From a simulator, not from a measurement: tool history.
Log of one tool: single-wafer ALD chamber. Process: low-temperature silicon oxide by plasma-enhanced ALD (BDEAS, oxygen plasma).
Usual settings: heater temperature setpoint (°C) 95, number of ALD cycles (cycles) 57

| run | hour | heater temperature setpoint (°C) | number of ALD cycles (cycles) | wafers since the last listed run | hours since the last thermocouple change | hours since the gauge calibration | read-back reference wafer on the same gauge, thickness_nm | mean film thickness on the monitor wafer (Å) |
|---|---|---|---|---|---|---|---|---|
| 1 | 0.0 | 84 | 57 | 0 | 1892.3 | 164.0 | 7.746 | 89.13 |
| 2 | 11.1 | 84 | 57 | 54 | 1903.4 | 175.1 | 7.749 | 89.21 |
| 3 | 29.1 | 84 | 57 | 87 | 1921.4 | 193.1 | 7.750 | 89.30 |
| 4 | 42.0 | 95 | 57 | 62 | 1934.3 | 206.0 | 7.753 | 85.93 |
| 5 | 55.1 | 95 | 57 | 63 | 1947.4 | 219.1 | 7.745 | 85.42 |
| 6 | 68.3 | 95 | 57 | 64 | 1960.6 | 232.3 | 7.749 | 85.54 |
| 7 | 82.5 | 95 | 57 | 69 | 1974.8 | 246.5 | 7.752 | 85.59 |
| 8 | 98.8 | 95 | 57 | 79 | 1991.1 | 262.8 | 7.745 | 85.47 |
| 9 | 109.5 | 104 | 54 | 52 | 2001.8 | 273.5 | 7.750 | 79.20 |
| 10 | 122.3 | 95 | 57 | 62 | 2014.6 | 286.3 | 7.746 | 85.54 |
| 11 | 133.3 | 95 | 57 | 53 | 2025.6 | 297.3 | 7.746 | 85.82 |
| 12 | 144.2 | 91 | 54 | 53 | 2036.5 | 308.2 | 7.755 | 82.38 |
| 13 | 160.7 | 91 | 54 | 80 | 2053.0 | 324.7 | 7.746 | 82.47 |
| 14 | 168.7 | 95 | 63 | 39 | 2061.0 | 332.7 | 7.751 | 94.92 |
| 15 | 192.1 | 95 | 63 | 114 | 2084.4 | 356.1 | 7.752 | 94.67 |
| 16 | 201.7 | 95 | 57 | 46 | 2094.0 | 365.7 | 7.745 | 85.57 |
|  | 214.1 | gauge calibrated |
| 17 | 217.4 | 104 | 57 | 76 | 2109.7 | 3.3 | 7.744 | 83.21 |
| 18 | 226.1 | 85 | 57 | 42 | 2118.4 | 12.0 | 7.751 | 89.31 |
| 19 | 239.5 | 95 | 57 | 65 | 2131.8 | 25.4 | 7.744 | 85.73 |
| 20 | 246.5 | 81 | 49 | 34 | 2138.8 | 32.4 | 7.752 | 78.06 |
| 21 | 263.3 | 90 | 57 | 81 | 2155.6 | 49.2 | 7.746 | 87.37 |
| 22 | 278.4 | 95 | 57 | 73 | 2170.7 | 64.3 | 7.751 | 85.61 |

The next listed run, before its measurement:
| 23 | 292.6 | 81 | 57 | 69 | 2184.9 | 78.5 | ? | ? |

read-back reference wafer on the same gauge, thickness_nm: 7.749
mean film thickness on the monitor wafer (Å): 90.14
Without the tool's hidden state the same run would have given mean film thickness on the monitor wafer (Å) 90.14.
